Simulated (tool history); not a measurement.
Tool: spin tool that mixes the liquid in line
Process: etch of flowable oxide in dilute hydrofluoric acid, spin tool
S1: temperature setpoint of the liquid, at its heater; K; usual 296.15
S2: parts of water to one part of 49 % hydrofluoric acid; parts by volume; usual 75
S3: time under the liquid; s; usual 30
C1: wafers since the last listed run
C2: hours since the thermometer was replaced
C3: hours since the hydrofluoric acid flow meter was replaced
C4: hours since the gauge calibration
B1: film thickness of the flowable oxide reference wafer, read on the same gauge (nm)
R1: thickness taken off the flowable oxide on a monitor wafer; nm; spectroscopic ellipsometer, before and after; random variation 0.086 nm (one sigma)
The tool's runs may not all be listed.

{"run": 1, "day": 0.0, "S1": 296.15, "S2": 75, "S3": 30, "C1": 0, "C2": 1577.6, "C3": 299.0, "C4": 388.9, "B1": 149.98, "R1": 15.17}
{"run": 2, "day": 1.096, "S1": 296.15, "S2": 75, "S3": 30, "C1": 374, "C2": 1603.9, "C3": 325.3, "C4": 415.2, "B1": 149.98, "R1": 15.22}
{"run": 3, "day": 5.133, "S1": 296.15, "S2": 75, "S3": 30, "C1": 1380, "C2": 1700.8, "C3": 422.2, "C4": 512.1, "B1": 149.99, "R1": 15.25}
{"run": 4, "day": 6.208, "S1": 292.15, "S2": 75, "S3": 20, "C1": 367, "C2": 1726.6, "C3": 448.0, "C4": 537.9, "B1": 149.99, "R1": 8.58}
{"run": 5, "day": 7.204, "S1": 292.15, "S2": 75, "S3": 20, "C1": 340, "C2": 1750.5, "C3": 471.9, "C4": 561.8, "B1": 150.01, "R1": 8.71}
{"run": 6, "day": 10.988, "S1": 292.15, "S2": 75, "S3": 20, "C1": 1293, "C2": 1841.3, "C3": 562.7, "C4": 652.6, "B1": 149.99, "R1": 8.71}
{"run": 7, "day": 11.946, "S1": 299.65, "S2": 105, "S3": 30, "C1": 327, "C2": 1864.3, "C3": 585.7, "C4": 675.6, "B1": 150.04, "R1": 12.18}
{"run": 8, "day": 13.338, "S1": 293.15, "S2": 75, "S3": 30, "C1": 475, "C2": 1897.7, "C3": 619.1, "C4": 709.0, "B1": 150.01, "R1": 13.48}
{"run": 9, "day": 14.275, "S1": 296.15, "S2": 75, "S3": 30, "C1": 320, "C2": 1920.2, "C3": 641.6, "C4": 731.5, "B1": 150.01, "R1": 15.44}
{"run": 10, "day": 15.421, "S1": 296.15, "S2": 75, "S3": 30, "C1": 391, "C2": 1947.7, "C3": 669.1, "C4": 759.0, "B1": 150.0, "R1": 15.49}
{"run": 11, "day": 16.2, "S1": 296.15, "S2": 75, "S3": 30, "C1": 266, "C2": 1966.4, "C3": 687.8, "C4": 777.7, "B1": 149.97, "R1": 15.33}
{"run": 12, "day": 17.596, "S1": 294.65, "S2": 75, "S3": 30, "C1": 477, "C2": 1999.9, "C3": 721.3, "C4": 811.2, "B1": 150.0, "R1": 14.54}
{"run": 13, "day": 18.512, "S1": 294.65, "S2": 75, "S3": 30, "C1": 313, "C2": 2021.9, "C3": 743.3, "C4": 833.2, "B1": 150.03, "R1": 14.61}
{"run": 14, "day": 19.167, "S1": 295.15, "S2": 75, "S3": 30, "C1": 223, "C2": 2037.6, "C3": 759.0, "C4": 848.9, "B1": 150.01, "R1": 14.68}
{"run": 15, "day": 19.925, "S1": 300.15, "S2": 75, "S3": 30, "C1": 259, "C2": 2055.8, "C3": 777.2, "C4": 867.1, "B1": 150.0, "R1": 18.2}
{"run": 16, "day": 21.025, "S1": 296.15, "S2": 75, "S3": 30, "C1": 376, "C2": 2082.2, "C3": 803.6, "C4": 893.5, "B1": 150.0, "R1": 15.49}

Forecast run 17:
{"run": 17, "day": 21.933, "S1": 296.15, "S2": 75, "S3": 30, "C1": 310, "C2": 2104.0, "C3": 825.4, "C4": 915.3, "B1": "?", "R1": "?"}

B1: 150.03
R1: 15.33 nm
Without the tool's hidden state the same run would have given R1 13.83 nm.
